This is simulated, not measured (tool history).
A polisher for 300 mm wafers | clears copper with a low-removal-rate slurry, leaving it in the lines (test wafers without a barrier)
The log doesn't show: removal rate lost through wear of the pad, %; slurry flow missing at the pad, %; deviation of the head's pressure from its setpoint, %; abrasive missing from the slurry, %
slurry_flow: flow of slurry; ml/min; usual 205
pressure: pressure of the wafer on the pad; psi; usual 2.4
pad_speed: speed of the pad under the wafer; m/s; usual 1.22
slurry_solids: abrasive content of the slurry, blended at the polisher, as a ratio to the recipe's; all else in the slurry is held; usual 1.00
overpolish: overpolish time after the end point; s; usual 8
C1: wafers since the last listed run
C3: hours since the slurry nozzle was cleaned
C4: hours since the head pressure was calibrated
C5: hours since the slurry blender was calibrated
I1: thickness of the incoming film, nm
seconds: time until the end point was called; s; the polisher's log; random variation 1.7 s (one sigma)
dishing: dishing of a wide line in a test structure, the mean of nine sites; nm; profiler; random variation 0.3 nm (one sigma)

Run 1, day 0.000: usual settings; C1 0; wafers polished on this pad 1068; C3 564.0; C4 240.6; C5 231.8; I1 506.1. Result: seconds 176.6 s, dishing 15.5 nm.
Run 2, day 2.550: usual settings; C1 328; wafers polished on this pad 1396; C3 625.2; C4 301.8; C5 293.0; I1 518.5. Result: seconds 189.8 s, dishing 15.6 nm.
At day 3.371: slurry nozzle cleaned.
Run 3, day 5.308: usual settings; C1 349; wafers polished on this pad 1746; C3 46.5; C4 368.0; C5 359.2; I1 513.1. Result: seconds 188.5 s, dishing 15.2 nm.
Run 4, day 6.800: usual settings but slurry_solids 1.25; C1 191; wafers polished on this pad 1937; C3 82.3; C4 403.8; C5 395.0; I1 511.1. Result: seconds 179.2 s, dishing 15.9 nm.
Run 5, day 9.133: usual settings but slurry_flow 250 ml/min, pressure 2.7 psi, slurry_solids 0.80, overpolish 5 s; C1 300; wafers polished on this pad 2238; C3 138.3; C4 459.8; C5 451.0; I1 505.7. Result: seconds 172.9 s, dishing 10.4 nm.
At day 10.250: slurry blender recalibrated.
Run 6, day 10.642: usual settings but pressure 1.7 psi, overpolish 10 s; C1 183; wafers polished on this pad 2421; C3 174.5; C4 496.0; C5 9.4; I1 513.2. Result: seconds 254.5 s, dishing 14.4 nm.
At day 11.004: worn pad replaced by a new one.
Run 7, day 12.679: usual settings; C1 240; wafers polished on this pad 215; C3 223.4; C4 544.9; C5 58.3; I1 509.5. Result: seconds 176.0 s, dishing 15.8 nm.
Run 8, day 13.721: usual settings; C1 134; wafers polished on this pad 349; C3 248.4; C4 569.9; C5 83.3; I1 514.1. Result: seconds 179.1 s, dishing 15.9 nm.
Run 9, day 16.438: usual settings but slurry_flow 240 ml/min, pressure 2.2 psi, slurry_solids 0.80, overpolish 10 s; C1 349; wafers polished on this pad 698; C3 313.6; C4 635.1; C5 148.5; I1 506.4. Result: seconds 199.0 s, dishing 17.1 nm.
Run 10, day 19.133: usual settings; C1 346; wafers polished on this pad 1045; C3 378.3; C4 699.8; C5 213.2; I1 504.5. Result: seconds 179.9 s, dishing 15.6 nm.
Run 11, day 21.908: usual settings but pressure 2.7 psi; C1 357; wafers polished on this pad 1402; C3 444.9; C4 766.4; C5 279.8; I1 501.4. Result: seconds 159.3 s, dishing 17.4 nm.
Run 12, day 23.450: usual settings but slurry_flow 155 ml/min, pressure 2.0 psi, slurry_solids 0.85, overpolish 12 s; C1 198; wafers polished on this pad 1601; C3 481.9; C4 803.4; C5 316.8; I1 507.3. Result: seconds 240.6 s, dishing 17.9 nm.
Run 13, day 26.233: usual settings but slurry_flow 180 ml/min, pressure 2.0 psi, pad_speed 1.58 m/s, overpolish 10 s; C1 358; wafers polished on this pad 1959; C3 548.7; C4 870.2; C5 383.6; I1 514.6. Result: seconds 179.1 s, dishing 19.2 nm.
At day 27.967: head pressure recalibrated.
Run 14, day 28.225: usual settings but overpolish 4 s; C1 245; wafers polished on this pad 2204; C3 596.5; C4 6.2; C5 431.4; I1 515.2. Result: seconds 191.9 s, dishing 7.7 nm.
At day 29.267: slurry nozzle cleaned.
At day 29.300: slurry blender recalibrated.
Run 15, day 30.271: usual settings but overpolish 10 s; C1 253; wafers polished on this pad 2458; C3 24.1; C4 55.3; C5 23.3; I1 514.7. Result: seconds 176.0 s, dishing 20.2 nm.
Run 16, day 31.933: usual settings but slurry_flow 165 ml/min, pressure 1.9 psi, pad_speed 1.46 m/s; C1 213; wafers polished on this pad 2672; C3 64.0; C4 95.2; C5 63.2; I1 517.4. Result: seconds 192.8 s, dishing 14.9 nm.
At day 33.708: worn pad replaced by a new one.
Run 17, day 34.212: usual settings; C1 271; wafers polished on this pad 64; C3 118.7; C4 149.9; C5 117.9; I1 509.7. Result: seconds 175.7 s, dishing 15.9 nm.
Run 18, day 36.308: usual settings but pressure 2.9 psi, overpolish 13 s; C1 269; wafers polished on this pad 334; C3 169.0; C4 200.2; C5 168.2; I1 511.5. Result: seconds 146.6 s, dishing 30.0 nm.
Run 19, day 38.833: usual settings but slurry_flow 265 ml/min, pad_speed 0.88 m/s; C1 324; wafers polished on this pad 659; C3 229.6; C4 260.8; C5 228.8; I1 513.7. Result: seconds 247.3 s, dishing 11.8 nm.
Run 20, day 40.054: usual settings but slurry_flow 230 ml/min, pressure 3.1 psi, slurry_solids 1.20; C1 157; wafers polished on this pad 816; C3 258.9; C4 290.1; C5 258.1; I1 510.2. Result: seconds 135.4 s, dishing 21.3 nm.

Run 21 comes next. What will it give?
Run 21, day 41.125: usual settings; C1 137; wafers polished on this pad 954; C3 284.6; C4 315.8; C5 283.8; I1 506.7. Result: seconds ?, dishing ?.

seconds: 182.0 s
dishing: 15.4 nm
Without the tool's hidden state the same run would have given seconds 171.9 s, dishing 16.3 nm.
